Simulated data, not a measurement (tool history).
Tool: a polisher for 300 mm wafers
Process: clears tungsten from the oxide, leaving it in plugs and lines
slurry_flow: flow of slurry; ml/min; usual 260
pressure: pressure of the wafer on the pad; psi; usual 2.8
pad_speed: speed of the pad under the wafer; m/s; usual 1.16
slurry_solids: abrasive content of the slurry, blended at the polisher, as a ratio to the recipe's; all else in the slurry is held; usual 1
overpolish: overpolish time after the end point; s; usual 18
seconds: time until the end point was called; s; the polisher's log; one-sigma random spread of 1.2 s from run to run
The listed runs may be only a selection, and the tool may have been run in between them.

run,hour,slurry_flow,pressure,pad_speed,slurry_solids,overpolish,wafers since the last listed run,wafers polished on this pad,hours since the slurry nozzle was cleaned,hours since the head pressure was calibrated,hours since the slurry blender was calibrated,hours since the slurry got fresh peroxide,"incoming thickness of the incoming film, nm",seconds
1,0,260,2.8,1.16,1,18,0,1607,426.6,265.4,97.9,388.3,311.9,81.6
2,46.4,260,2.8,1.16,1,18,504,2112,473,311.8,144.3,434.7,313.6,84.1
3,100.8,260,2.8,1.16,1,18,592,2704,527.4,366.2,198.7,489.1,316.7,85.9
# hour 143.1: slurry nozzle cleaned
# hour 158.1: slurry tank refilled with fresh slurry and peroxide
4,158.6,260,2.8,1.16,1,18,607,3311,15.5,424,256.5,0.5,305,81.8
5,223.8,260,2.2,1.16,1,18,709,4021,80.7,489.2,321.7,65.7,307.5,96.3
6,277.3,260,2.8,1.16,1.15,12,582,4603,134.2,542.7,375.2,119.2,308.5,80.4
# hour 293.8: head pressure recalibrated
7,326.7,260,2.8,1.04,1,18,515,5119,183.6,32.9,424.6,168.6,308.3,91.4
8,398.8,205,3.3,1.16,1,24,784,5903,255.7,105,496.7,240.7,316.6,80.9
9,475.2,195,2.5,1.16,0.8,18,831,6735,332.1,181.4,573.1,317.1,312.4,100.8
# hour 497: worn pad replaced by a new one
10,529.7,195,2.8,0.8,0.8,18,549,355,386.6,235.9,627.6,371.6,311,124.2
11,568.3,260,2.8,1.16,1,18,420,775,425.2,274.5,666.2,410.2,312.2,86.9
# hour 608.6: slurry blender recalibrated
12,653.6,260,2.8,1.16,1,8,906,1682,510.5,359.8,45,495.5,306.5,78.4
# hour 696.7: slurry tank refilled with fresh slurry and peroxide
13,701.1,230,2,1.16,1.25,22,506,2188,558,407.3,92.5,4.4,305.2,92.9
# hour 778.2: slurry nozzle cleaned
# hour 899.8: head pressure recalibrated
14,958.2,215,2.3,1.16,0.8,23,2765,4953,180,58.4,349.6,261.5,307.4,99.4
15,1033.7,260,2.8,1.16,1,18,821,5775,255.5,133.9,425.1,337,306.5,82.8
16,1088,260,3.4,1.16,1,27,590,6366,309.8,188.2,479.4,391.3,310.5,76.6
17,1133.5,260,2.8,0.86,0.85,12,495,6861,355.3,233.7,524.9,436.8,314.8,111.4
# hour 1180.4: slurry blender recalibrated
# hour 1208.3: worn pad replaced by a new one
18,1208.8,170,3.8,1.16,1,18,754,5,430.6,309,28.4,512.1,310.6,69.9
# hour 1235.2: slurry tank refilled with fresh slurry and peroxide
19,1263.7,260,2.8,1.16,1,12,586,592,485.5,363.9,83.3,28.5,313.4,81
20,1327.8,175,2.8,1.52,1,18,697,1289,549.6,428,147.4,92.6,309.9,71.1
21,1377.4,320,2.8,1.46,1,18,539,1829,599.2,477.6,197,142.2,310.9,68.8
# hour 1449.6: slurry nozzle cleaned
22,1456,215,2.3,1.16,0.8,23,844,2674,6.4,556.2,275.6,220.8,307.8,102.4
# hour 1502.8: head pressure recalibrated
23,1537.7,200,2.8,1.16,1.1,24,867,3541,88.1,34.9,357.3,302.5,312,89.1
24,1611.9,260,3.1,1.16,0.75,10,807,4348,162.3,109.1,431.5,376.7,309,87.6
25,1682.3,310,2.8,1.16,1.25,18,766,5115,232.7,179.5,501.9,447.1,313.1,80.9
26,1783.3,180,3.5,1.16,1,14,1099,6214,333.7,280.5,602.9,548.1,313.7,78.8
# hour 1821: slurry blender recalibrated
# hour 1834.1: worn pad replaced by a new one
# hour 1865.3: slurry tank refilled with fresh slurry and peroxide
27,1868.4,260,2.8,1.16,1,18,849,362,418.8,365.6,47.4,3.1,309.6,80.5

Describe how what the log doesn't record of the tool's condition differs between the last listed run preceding each entry between runs and the first listed run following it.
Run 3 -> run 4: slurry nozzle cleaned (hour 143.1); slurry tank refilled with fresh slurry and peroxide (hour 158.1)
  abrasive missing from the slurry, %: 26 -> 29.5
  what was measured, less what the result would be without the hidden state, seconds: +6 -> +6.6 s
Run 6 -> run 7: head pressure recalibrated (hour 293.8)
  abrasive missing from the slurry, %: 34.1 -> 35.4
  what was measured, less what the result would be without the hidden state, seconds: +7.7 -> +9 s
Run 9 -> run 10: worn pad replaced by a new one (hour 497)
  abrasive missing from the slurry, %: 37.9 -> 38.4
  what was measured, less what the result would be without the hidden state, seconds: +10.6 -> +13.2 s
Run 11 -> run 12: slurry blender recalibrated (hour 608.6)
  abrasive missing from the slurry, %: 38.7 -> 7.65
  what was measured, less what the result would be without the hidden state, seconds: +9.6 -> +1.5 s
Run 12 -> run 13: slurry tank refilled with fresh slurry and peroxide (hour 696.7)
  abrasive missing from the slurry, %: 7.65 -> 13.7
  what was measured, less what the result would be without the hidden state, seconds: +1.5 -> +3.4 s
Run 13 -> run 14: slurry nozzle cleaned (hour 778.2); head pressure recalibrated (hour 899.8)
  abrasive missing from the slurry, %: 13.7 -> 30.5
  what was measured, less what the result would be without the hidden state, seconds: +3.4 -> +8.1 s
Run 17 -> run 18: slurry blender recalibrated (hour 1180.4); worn pad replaced by a new one (hour 1208.3)
  abrasive missing from the slurry, %: 34.4 -> 9.52
  what was measured, less what the result would be without the hidden state, seconds: +10.5 -> +1.7 s
Run 18 -> run 19: slurry tank refilled with fresh slurry and peroxide (hour 1235.2)
  abrasive missing from the slurry, %: 9.52 -> 17
  what was measured, less what the result would be without the hidden state, seconds: +1.7 -> +3.5 s
Run 21 -> run 22: slurry nozzle cleaned (hour 1449.6)
  abrasive missing from the slurry, %: 27.4 -> 31.9
  what was measured, less what the result would be without the hidden state, seconds: +5.1 -> +8.8 s
Run 22 -> run 23: head pressure recalibrated (hour 1502.8)
  abrasive missing from the slurry, %: 31.9 -> 35.1
  what was measured, less what the result would be without the hidden state, seconds: +8.8 -> +8.8 s
Run 26 -> run 27: slurry blender recalibrated (hour 1821); worn pad replaced by a new one (hour 1834.1); slurry tank refilled with fresh slurry and peroxide (hour 1865.3)
  abrasive missing from the slurry, %: 39.6 -> 11.8
  what was measured, less what the result would be without the hidden state, seconds: +8.9 -> +2.4 s
